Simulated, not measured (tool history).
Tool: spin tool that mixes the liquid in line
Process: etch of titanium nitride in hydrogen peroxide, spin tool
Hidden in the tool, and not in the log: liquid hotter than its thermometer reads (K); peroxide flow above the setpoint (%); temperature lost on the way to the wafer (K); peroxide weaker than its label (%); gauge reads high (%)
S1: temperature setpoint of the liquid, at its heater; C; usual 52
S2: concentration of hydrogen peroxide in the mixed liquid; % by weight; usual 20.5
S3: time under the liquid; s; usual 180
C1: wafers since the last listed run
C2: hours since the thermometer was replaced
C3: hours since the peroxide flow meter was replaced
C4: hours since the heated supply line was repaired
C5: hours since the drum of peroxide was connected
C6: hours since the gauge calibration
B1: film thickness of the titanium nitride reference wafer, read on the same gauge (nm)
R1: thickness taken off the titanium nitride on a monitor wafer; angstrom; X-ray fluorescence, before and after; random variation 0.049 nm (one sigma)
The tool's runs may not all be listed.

run	day	S1	S2	S3	C1	C2	C3	C4	C5	C6	B1	R1
1	0	52	20.5	180	0	1076.9	1513	741.2	524.3	50.9	109.98	39.5
2	0.462	52	20.5	180	77	1088	1524.1	752.3	535.4	62	109.97	39.1
3	0.892	52	20.5	180	71	1098.3	1534.4	762.6	545.7	72.3	110	38.7
4	1.504	49.5	20.5	180	102	1113	1549.1	777.3	560.4	87	110	32.1
5	1.829	49.5	20.5	180	54	1120.8	1556.9	785.1	568.2	94.8	109.98	32.6
# day 2.108: gauge calibrated
6	2.479	52	20.5	180	108	1136.4	1572.5	800.7	583.8	8.9	110.03	38.4
7	2.75	52	20.5	180	45	1142.9	1579	807.2	590.3	15.4	110	38.2
# day 2.875: peroxide flow meter replaced
8	3.171	52	20.5	180	63	1153	7.1	817.3	600.4	25.5	109.99	38.1
# day 3.242: new drum of peroxide connected
9	3.879	56	19	275	111	1170	24.1	834.3	15.3	42.5	110.01	76.3
# day 4: thermometer replaced
10	4.208	57	22.5	120	48	5	32	842.2	23.2	50.4	110.01	37.4
# day 4.617: heated supply line repaired
11	4.888	52	20.5	180	106	21.3	48.3	6.5	39.5	66.7	110.01	50.5
12	5.292	52	20.5	180	67	31	58	16.2	49.2	76.4	110.01	49.3
# day 5.65: gauge calibrated
13	5.896	52	20.5	270	101	45.5	72.5	30.7	63.7	5.9	110.01	74.7
14	6.404	47	20.5	235	85	57.7	84.7	42.9	75.9	18.1	109.99	45.1

Forecast each of these 4 alternatives for the next run:
A	6.425	52	20.5	180	3	58.2	85.2	43.4	76.4	18.6	?	?
B	6.425	48.5	14.5	260	3	58.2	85.2	43.4	76.4	18.6	?	?
C	6.425	43	22.5	180	3	58.2	85.2	43.4	76.4	18.6	?	?
D	6.425	61	15.5	255	3	58.2	85.2	43.4	76.4	18.6	?	?

run	B1	R1
A	109.98	50.1
B	109.98	52.2
C	109.98	26.4
D	109.98	125.2
Without the tool's hidden state the same runs would have given:
run	R1
A	51.5
B	53.7
C	27.2
D	128.5
